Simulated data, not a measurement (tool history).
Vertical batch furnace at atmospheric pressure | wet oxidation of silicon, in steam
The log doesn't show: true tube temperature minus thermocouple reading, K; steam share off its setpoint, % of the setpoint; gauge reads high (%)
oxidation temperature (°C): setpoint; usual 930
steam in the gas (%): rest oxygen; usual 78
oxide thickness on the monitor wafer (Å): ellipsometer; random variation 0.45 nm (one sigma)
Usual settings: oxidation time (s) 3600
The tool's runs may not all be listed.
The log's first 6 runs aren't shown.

| run | hour | oxidation temperature (°C) | oxidation time (s) | steam in the gas (%) | wafers since the last listed run | hours since the last temperature calibration | hours since the steam generator was serviced | hours since the gauge calibration | read-back reference wafer on the same gauge, thickness | oxide thickness on the monitor wafer (Å) |
|---|---|---|---|---|---|---|---|---|---|---|
| 7 | 539 | 930 | 3600 | 78 | 288 | 2291.7 | 2350.6 | 1475.7 | 187.87 | 2010.1 |
| 8 | 595.5 | 930 | 3600 | 78 | 443 | 2348.2 | 2407.1 | 1532.2 | 187.92 | 2018 |
| 9 | 682.8 | 930 | 3600 | 78 | 685 | 2435.5 | 2494.4 | 1619.5 | 187.96 | 2018.4 |
| 10 | 745.2 | 930 | 3600 | 78 | 490 | 2497.9 | 2556.8 | 1681.9 | 187.98 | 2012.1 |
| 11 | 794.7 | 930 | 3600 | 78 | 388 | 2547.4 | 2606.3 | 1731.4 | 187.94 | 2025.4 |
| 12 | 850.4 | 930 | 3600 | 78 | 437 | 2603.1 | 2662 | 1787.1 | 188.1 | 2015.1 |
|  | 909.7 | steam generator serviced |
| 13 | 936.7 | 944 | 3600 | 78 | 489 | 2689.4 | 27 | 1873.4 | 187.96 | 2305.6 |
| 14 | 980.5 | 930 | 2940 | 73 | 343 | 2733.2 | 70.8 | 1917.2 | 188.08 | 1636.5 |
| 15 | 1043 | 930 | 2940 | 73 | 490 | 2795.7 | 133.3 | 1979.7 | 187.95 | 1634.3 |
| 16 | 1100.6 | 914 | 2070 | 78 | 452 | 2853.3 | 190.9 | 2037.3 | 188.09 | 1121.5 |
| 17 | 1167.2 | 942 | 2760 | 88 | 522 | 2919.9 | 257.5 | 2103.9 | 188.1 | 2019.7 |
| 18 | 1209.2 | 930 | 3600 | 78 | 329 | 2961.9 | 299.5 | 2145.9 | 188.02 | 2014.6 |
| 19 | 1263.7 | 930 | 3600 | 78 | 427 | 3016.4 | 354 | 2200.4 | 187.87 | 2019.6 |
| 20 | 1319.7 | 953 | 4950 | 82 | 439 | 3072.4 | 410 | 2256.4 | 187.93 | 3294.2 |
| 21 | 1427.5 | 930 | 4500 | 74 | 846 | 3180.2 | 517.8 | 2364.2 | 187.93 | 2305 |
|  | 1457.4 | thermocouples replaced and temperature profile calibrated |
|  | 1650.1 | gauge calibrated |
| 22 | 1655.1 | 938 | 2490 | 83 | 1598 | 197.7 | 745.4 | 5 | 188.02 | 1701.2 |
| 23 | 1725.1 | 930 | 3600 | 78 | 549 | 267.7 | 815.4 | 75 | 188.06 | 2001.4 |
| 24 | 1768.5 | 908 | 4260 | 73 | 340 | 311.1 | 858.8 | 118.4 | 188.06 | 1729.9 |
| 25 | 1807.6 | 930 | 3600 | 78 | 307 | 350.2 | 897.9 | 157.5 | 188.11 | 1996.9 |
| 26 | 1914.4 | 930 | 3600 | 78 | 838 | 457 | 1004.7 | 264.3 | 188.09 | 1998.8 |
| 27 | 2008.3 | 930 | 4920 | 78 | 737 | 550.9 | 1098.6 | 358.2 | 188.02 | 2548.1 |
| 28 | 2081.7 | 907 | 3600 | 71 | 576 | 624.3 | 1172 | 431.6 | 188.05 | 1472.8 |
| 29 | 2138.7 | 908 | 3600 | 81 | 447 | 681.3 | 1229 | 488.6 | 188.04 | 1645.1 |
| 30 | 2232.3 | 930 | 3600 | 88 | 735 | 774.9 | 1322.6 | 582.2 | 187.88 | 2198 |

Forecast each of these 3 alternatives for the next run:
| A | 2238 | 930 | 3600 | 78 | 44 | 780.6 | 1328.3 | 587.9 | ? | ? |
| B | 2238 | 937 | 4440 | 78 | 44 | 780.6 | 1328.3 | 587.9 | ? | ? |
| C | 2238 | 930 | 4740 | 87 | 44 | 780.6 | 1328.3 | 587.9 | ? | ? |

| run | read-back reference wafer on the same gauge, thickness | oxide thickness on the monitor wafer (Å) |
|---|---|---|
| A | 188.03 | 2001.1 |
| B | 188.03 | 2510 |
| C | 188.03 | 2688.2 |
Without the tool's hidden state the same runs would have given:
| run | oxide thickness on the monitor wafer (Å) |
|---|---|
| A | 1981.1 |
| B | 2486 |
| C | 2662.5 |
